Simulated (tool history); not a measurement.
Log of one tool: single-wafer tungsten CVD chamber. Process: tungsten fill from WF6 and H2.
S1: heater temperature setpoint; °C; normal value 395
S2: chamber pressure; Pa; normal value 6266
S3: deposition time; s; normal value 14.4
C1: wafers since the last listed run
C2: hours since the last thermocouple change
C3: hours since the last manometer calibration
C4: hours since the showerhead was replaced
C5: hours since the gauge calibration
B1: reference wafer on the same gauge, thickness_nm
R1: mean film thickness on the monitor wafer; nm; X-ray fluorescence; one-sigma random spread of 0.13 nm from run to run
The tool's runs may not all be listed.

run,hour,S1,S2,S3,C1,C2,C3,C4,C5,B1,R1
1,0.0,395,5653,14.4,0,1926.2,1516.2,3998.9,18.0,37.244,38.554
2,20.7,395,5653,14.4,707,1946.9,1536.9,4019.6,38.7,37.292,38.560
3,51.6,395,5653,14.4,1055,1977.8,1567.8,4050.5,69.6,37.356,38.408
4,86.3,395,6266,14.4,1185,2012.5,1602.5,4085.2,104.3,37.339,41.080
5,104.5,404,6266,14.4,621,2030.7,1620.7,4103.4,122.5,37.295,47.481
# hour 125.4: thermocouple changed; heater temperature recalibrated
6,125.9,395,6266,15.4,457,0.5,1642.1,4124.8,143.9,37.307,47.496
7,150.0,395,6266,15.4,823,24.6,1666.2,4148.9,168.0,37.312,47.638
8,185.7,409,5106,11.7,1219,60.3,1701.9,4184.6,203.7,37.318,39.425
9,213.3,399,7279,17.2,942,87.9,1729.5,4212.2,231.3,37.327,61.812
# hour 223.5: showerhead replaced
10,236.4,395,6266,14.4,515,111.0,1752.6,12.9,254.4,37.278,44.422
# hour 252.4: gauge calibrated
# hour 259.4: capacitance manometer re-zeroed and calibrated
11,266.6,404,7399,14.4,758,141.2,7.2,43.1,14.2,37.316,56.659
12,296.8,390,6266,14.4,1031,171.4,37.4,73.3,44.4,37.314,40.831
13,312.7,387,7546,14.4,543,187.3,53.3,89.2,60.3,37.294,43.501
14,340.3,395,5093,14.4,942,214.9,80.9,116.8,87.9,37.289,38.540
15,376.2,395,6266,14.4,1226,250.8,116.8,152.7,123.8,37.274,44.509

Branching from run 15: 5 alternative next runs. What would each branch give?
A,376.6,407,6266,14.4,13,251.2,117.2,153.1,124.2,?,?
B,376.6,387,6266,12.7,13,251.2,117.2,153.1,124.2,?,?
C,376.6,383,5093,11.8,13,251.2,117.2,153.1,124.2,?,?
D,376.6,405,7226,14.4,13,251.2,117.2,153.1,124.2,?,?
E,376.6,402,5146,17.0,13,251.2,117.2,153.1,124.2,?,?

run,B1,R1
A,37.299,53.606
B,37.299,34.065
C,37.299,25.659
D,37.299,56.686
E,37.299,51.318
With the hidden condition removed and each run's random variation left untouched, the same runs would have given:
run,R1
A,53.879
B,34.259
C,25.806
D,56.976
E,51.583
